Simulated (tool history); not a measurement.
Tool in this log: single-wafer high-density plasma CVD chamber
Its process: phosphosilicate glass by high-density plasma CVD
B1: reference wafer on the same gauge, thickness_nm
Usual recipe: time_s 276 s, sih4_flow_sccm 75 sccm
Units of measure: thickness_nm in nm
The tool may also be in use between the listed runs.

{"run": 1, "hour": 0.0, "time_s": 276, "sih4_flow_sccm": 67, "B1": 1850.172, "thickness_nm": 1917.216}
{"run": 2, "hour": 61.8, "time_s": 276, "sih4_flow_sccm": 67, "B1": 1853.123, "thickness_nm": 1923.637}
{"run": 3, "hour": 97.9, "time_s": 276, "sih4_flow_sccm": 75, "B1": 1852.452, "thickness_nm": 2159.898}
{"run": 4, "hour": 138.8, "time_s": 276, "sih4_flow_sccm": 75, "B1": 1854.202, "thickness_nm": 2162.428}
{"run": 5, "hour": 165.6, "time_s": 276, "sih4_flow_sccm": 75, "B1": 1850.946, "thickness_nm": 2148.318}
{"run": 6, "hour": 216.2, "time_s": 276, "sih4_flow_sccm": 75, "B1": 1853.149, "thickness_nm": 2153.772}
{"run": 7, "hour": 276.0, "time_s": 276, "sih4_flow_sccm": 68, "B1": 1849.572, "thickness_nm": 1967.044}
{"run": 8, "hour": 305.8, "time_s": 276, "sih4_flow_sccm": 68, "B1": 1850.832, "thickness_nm": 1966.59}
{"run": 9, "hour": 375.3, "time_s": 276, "sih4_flow_sccm": 75, "B1": 1852.242, "thickness_nm": 2151.165}
{"run": 10, "hour": 445.8, "time_s": 276, "sih4_flow_sccm": 75, "B1": 1845.28, "thickness_nm": 2139.82}
{"run": 11, "hour": 502.9, "time_s": 259, "sih4_flow_sccm": 75, "B1": 1852.654, "thickness_nm": 2038.146}
{"run": 12, "hour": 567.8, "time_s": 276, "sih4_flow_sccm": 75, "B1": 1850.883, "thickness_nm": 2166.406}
{"run": 13, "hour": 614.8, "time_s": 276, "sih4_flow_sccm": 75, "B1": 1850.896, "thickness_nm": 2160.722}
{"run": 14, "hour": 679.6, "time_s": 276, "sih4_flow_sccm": 75, "B1": 1846.346, "thickness_nm": 2174.431}
{"run": 15, "hour": 738.8, "time_s": 235, "sih4_flow_sccm": 66, "B1": 1851.778, "thickness_nm": 1616.704}
{"run": 16, "hour": 771.8, "time_s": 245, "sih4_flow_sccm": 63, "B1": 1847.526, "thickness_nm": 1619.165}
{"run": 17, "hour": 873.1, "time_s": 322, "sih4_flow_sccm": 80, "B1": 1850.809, "thickness_nm": 2704.788}
{"hour": 897.8, "done": "gauge calibrated"}
{"run": 18, "hour": 932.0, "time_s": 258, "sih4_flow_sccm": 85, "B1": 1849.281, "thickness_nm": 2322.044}
{"run": 19, "hour": 970.5, "time_s": 276, "sih4_flow_sccm": 75, "B1": 1852.939, "thickness_nm": 2186.817}
{"run": 20, "hour": 997.1, "time_s": 252, "sih4_flow_sccm": 75, "B1": 1850.003, "thickness_nm": 1984.725}
{"run": 21, "hour": 1027.2, "time_s": 318, "sih4_flow_sccm": 89, "B1": 1846.857, "thickness_nm": 2997.909}
{"run": 22, "hour": 1085.9, "time_s": 276, "sih4_flow_sccm": 75, "B1": 1846.059, "thickness_nm": 2188.822}
{"run": 23, "hour": 1153.3, "time_s": 233, "sih4_flow_sccm": 75, "B1": 1851.558, "thickness_nm": 1842.952}
{"run": 24, "hour": 1206.4, "time_s": 298, "sih4_flow_sccm": 80, "B1": 1851.218, "thickness_nm": 2529.164}
{"hour": 1219.3, "done": "silane flow controller replaced"}
{"run": 25, "hour": 1417.9, "time_s": 297, "sih4_flow_sccm": 67, "B1": 1852.317, "thickness_nm": 1997.484}
{"run": 26, "hour": 1451.1, "time_s": 222, "sih4_flow_sccm": 68, "B1": 1848.312, "thickness_nm": 1522.738}
{"run": 27, "hour": 1513.0, "time_s": 304, "sih4_flow_sccm": 62, "B1": 1849.595, "thickness_nm": 1892.462}
{"run": 28, "hour": 1542.2, "time_s": 276, "sih4_flow_sccm": 75, "B1": 1848.105, "thickness_nm": 2092.022}

What the log doesn't show, run by run:
gauge reads high (%): 0, the same for each run
H1: delivered silane flow above the setpoint (%)
run=1 H1=4.39
run=2 H1=4.48
run=3 H1=4.54
run=4 H1=4.6
run=5 H1=4.64
run=6 H1=4.72
run=7 H1=4.81
run=8 H1=4.85
run=9 H1=4.96
run=10 H1=5.07
run=11 H1=5.15
run=12 H1=5.25
run=13 H1=5.32
run=14 H1=5.42
run=15 H1=5.51
run=16 H1=5.56
run=17 H1=5.72
run=18 H1=5.81
run=19 H1=5.86
run=20 H1=5.9
run=21 H1=5.95
run=22 H1=6.04
run=23 H1=6.14
run=24 H1=6.22
run=25 H1=0.692
run=26 H1=0.743
run=27 H1=0.837
run=28 H1=0.881
